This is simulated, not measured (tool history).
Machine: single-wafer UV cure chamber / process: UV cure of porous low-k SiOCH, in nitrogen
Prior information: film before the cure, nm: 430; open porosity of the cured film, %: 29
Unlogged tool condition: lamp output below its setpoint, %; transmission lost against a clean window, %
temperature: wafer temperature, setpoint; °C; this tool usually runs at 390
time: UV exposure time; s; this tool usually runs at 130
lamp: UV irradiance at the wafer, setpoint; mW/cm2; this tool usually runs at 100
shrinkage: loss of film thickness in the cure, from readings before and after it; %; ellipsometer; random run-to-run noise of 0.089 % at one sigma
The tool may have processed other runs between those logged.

run,day,temperature,time,lamp,wafers since the last listed run,hours since the UV bulbs were replaced,wafers since the quartz window was cleaned,shrinkage
1,0,390,130,122,0,1574.6,4201,8.527
2,0.725,390,130,122,75,1592,4277,8.526
3,1.029,390,130,122,31,1599.3,4308,8.555
4,1.538,376,130,100,52,1611.5,4361,7.295
5,2.012,376,130,100,49,1622.9,4411,7.409
6,2.425,376,130,100,42,1632.8,4454,7.396
7,2.804,385,130,100,39,1641.9,4493,7.592
8,3.508,385,130,100,73,1658.8,4566,7.409
9,3.821,385,130,100,32,1666.3,4599,7.43
10,4.458,390,90,100,66,1681.6,4665,6.09
11,4.858,390,90,100,41,1691.2,4707,5.986
12,5.492,390,90,100,65,1706.4,4773,5.908
13,5.817,390,130,100,33,1714.2,4807,7.507
14,6.471,390,130,100,68,1729.9,4875,7.443
15,6.938,390,130,100,48,1741.1,4923,7.501
16,7.842,390,130,100,94,1762.8,5017,7.431
17,8.217,390,190,78,39,1771.8,5057,8.067
18,8.604,404,130,84,40,1781.1,5097,6.844
19,9.008,381,95,137,42,1790.8,5139,7.331
20,9.633,379,130,100,65,1805.8,5204,7.179
# day 10.392: quartz window cleaned
# day 10.533: UV bulbs replaced
21,10.554,390,130,100,46,0.5,2,9.141
22,10.571,375,90,100,1,0.9,3,7.41
23,10.808,390,105,100,24,6.6,28,8.247
24,11.229,390,130,100,43,16.7,72,9.378
25,11.838,390,130,100,63,31.3,135,9.271
26,12.375,371,185,61,55,44.2,191,8.162
27,12.883,397,55,100,52,56.4,244,5.668
28,13.338,390,160,100,47,67.3,291,10.077
29,13.925,396,130,100,61,81.4,352,9.198
30,14.488,390,130,100,58,94.9,411,9.169
31,14.758,401,150,130,28,101.4,439,11.213
32,15.367,390,190,100,63,116,503,10.858

4 options for the next run, each taken on its own from the tool as it stands now. Forecast them:
A,15.388,390,130,100,2,116.5,505,?
B,15.388,399,130,100,2,116.5,505,?
C,15.388,390,130,80,2,116.5,505,?
D,15.388,374,90,84,2,116.5,505,?

run,shrinkage
A,9.084
B,9.239
C,8.113
D,6.507
Without the tool's unlogged condition, the same runs would have read:
run,shrinkage
A,9.47
B,9.626
C,8.491
D,6.863
